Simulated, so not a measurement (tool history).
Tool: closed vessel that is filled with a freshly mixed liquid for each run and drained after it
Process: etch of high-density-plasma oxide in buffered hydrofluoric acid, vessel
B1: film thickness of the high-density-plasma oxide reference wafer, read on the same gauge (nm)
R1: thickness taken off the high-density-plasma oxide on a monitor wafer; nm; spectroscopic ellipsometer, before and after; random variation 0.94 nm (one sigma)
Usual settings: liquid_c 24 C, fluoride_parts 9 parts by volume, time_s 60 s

{"run": 1, "hour": 0.0, "liquid_c": 21.5, "fluoride_parts": 9, "time_s": 60, "B1": 149.98, "R1": 144.23}
{"run": 2, "hour": 31.0, "liquid_c": 24, "fluoride_parts": 9, "time_s": 50, "B1": 150.04, "R1": 138.06}
{"run": 3, "hour": 66.8, "liquid_c": 24, "fluoride_parts": 9, "time_s": 50, "B1": 150.07, "R1": 137.63}
{"run": 4, "hour": 83.6, "liquid_c": 24, "fluoride_parts": 9, "time_s": 50, "B1": 149.98, "R1": 138.89}
{"run": 5, "hour": 117.1, "liquid_c": 22.5, "fluoride_parts": 9, "time_s": 60, "B1": 150.04, "R1": 154.06}
{"run": 6, "hour": 136.1, "liquid_c": 24, "fluoride_parts": 9, "time_s": 60, "B1": 150.03, "R1": 167.23}
{"run": 7, "hour": 156.2, "liquid_c": 24, "fluoride_parts": 9, "time_s": 40, "B1": 149.99, "R1": 110.68}
{"run": 8, "hour": 183.4, "liquid_c": 24, "fluoride_parts": 9, "time_s": 40, "B1": 149.94, "R1": 109.93}
{"run": 9, "hour": 211.6, "liquid_c": 25.5, "fluoride_parts": 9, "time_s": 60, "B1": 149.97, "R1": 180.99}
{"run": 10, "hour": 233.2, "liquid_c": 25.5, "fluoride_parts": 9, "time_s": 60, "B1": 150.01, "R1": 179.23}
{"run": 11, "hour": 259.5, "liquid_c": 20, "fluoride_parts": 9, "time_s": 60, "B1": 150.03, "R1": 133.96}
{"run": 12, "hour": 282.4, "liquid_c": 20, "fluoride_parts": 9, "time_s": 60, "B1": 150.02, "R1": 133.31}
{"run": 13, "hour": 300.2, "liquid_c": 20, "fluoride_parts": 9, "time_s": 60, "B1": 150.01, "R1": 133.2}
{"run": 14, "hour": 321.4, "liquid_c": 24, "fluoride_parts": 9, "time_s": 60, "B1": 149.97, "R1": 166.54}
{"run": 15, "hour": 334.9, "liquid_c": 20, "fluoride_parts": 9, "time_s": 50, "B1": 150.02, "R1": 110.39}
{"run": 16, "hour": 355.7, "liquid_c": 24, "fluoride_parts": 9, "time_s": 50, "B1": 149.96, "R1": 137.86}
{"run": 17, "hour": 382.2, "liquid_c": 24, "fluoride_parts": 11, "time_s": 60, "B1": 150.01, "R1": 141.79}
{"run": 18, "hour": 417.8, "liquid_c": 24, "fluoride_parts": 6.5, "time_s": 60, "B1": 150.03, "R1": 234.21}
{"run": 19, "hour": 442.2, "liquid_c": 28.5, "fluoride_parts": 9, "time_s": 60, "B1": 150.01, "R1": 211.67}
{"run": 20, "hour": 473.2, "liquid_c": 24, "fluoride_parts": 9, "time_s": 60, "B1": 149.95, "R1": 164.72}
{"run": 21, "hour": 494.4, "liquid_c": 27.5, "fluoride_parts": 6, "time_s": 40, "B1": 150.01, "R1": 200.4}
{"run": 22, "hour": 517.5, "liquid_c": 24, "fluoride_parts": 8, "time_s": 60, "B1": 150.04, "R1": 188.57}
{"run": 23, "hour": 546.1, "liquid_c": 20.5, "fluoride_parts": 11.5, "time_s": 40, "B1": 150.02, "R1": 74.57}
{"run": 24, "hour": 561.0, "liquid_c": 22, "fluoride_parts": 9, "time_s": 50, "B1": 150.01, "R1": 124.07}
{"run": 25, "hour": 586.6, "liquid_c": 28.5, "fluoride_parts": 9, "time_s": 60, "B1": 149.99, "R1": 211.92}
{"run": 26, "hour": 619.4, "liquid_c": 24, "fluoride_parts": 9, "time_s": 70, "B1": 149.98, "R1": 192.51}
{"run": 27, "hour": 654.4, "liquid_c": 19, "fluoride_parts": 7.5, "time_s": 95, "B1": 150, "R1": 240.62}
{"run": 28, "hour": 679.5, "liquid_c": 20.5, "fluoride_parts": 7, "time_s": 80, "B1": 150, "R1": 242.41}
{"run": 29, "hour": 708.7, "liquid_c": 24, "fluoride_parts": 9, "time_s": 60, "B1": 150, "R1": 166.76}
{"run": 30, "hour": 725.5, "liquid_c": 24, "fluoride_parts": 9, "time_s": 60, "B1": 149.97, "R1": 166.75}
{"run": 31, "hour": 742.5, "liquid_c": 24, "fluoride_parts": 9, "time_s": 80, "B1": 149.99, "R1": 221.77}

Not shown: 3 entries that the log had between the listed runs. Between which runs, and how does the tool's hidden state differ before and after?
Between runs 11 and 12: gauge calibrated (hour 282)
  no hidden state differs between the two runs
Between runs 19 and 20: hydrofluoric acid flow meter replaced (hour 465); thermometer replaced (hour 472.7)
  no hidden state differs between the two runs
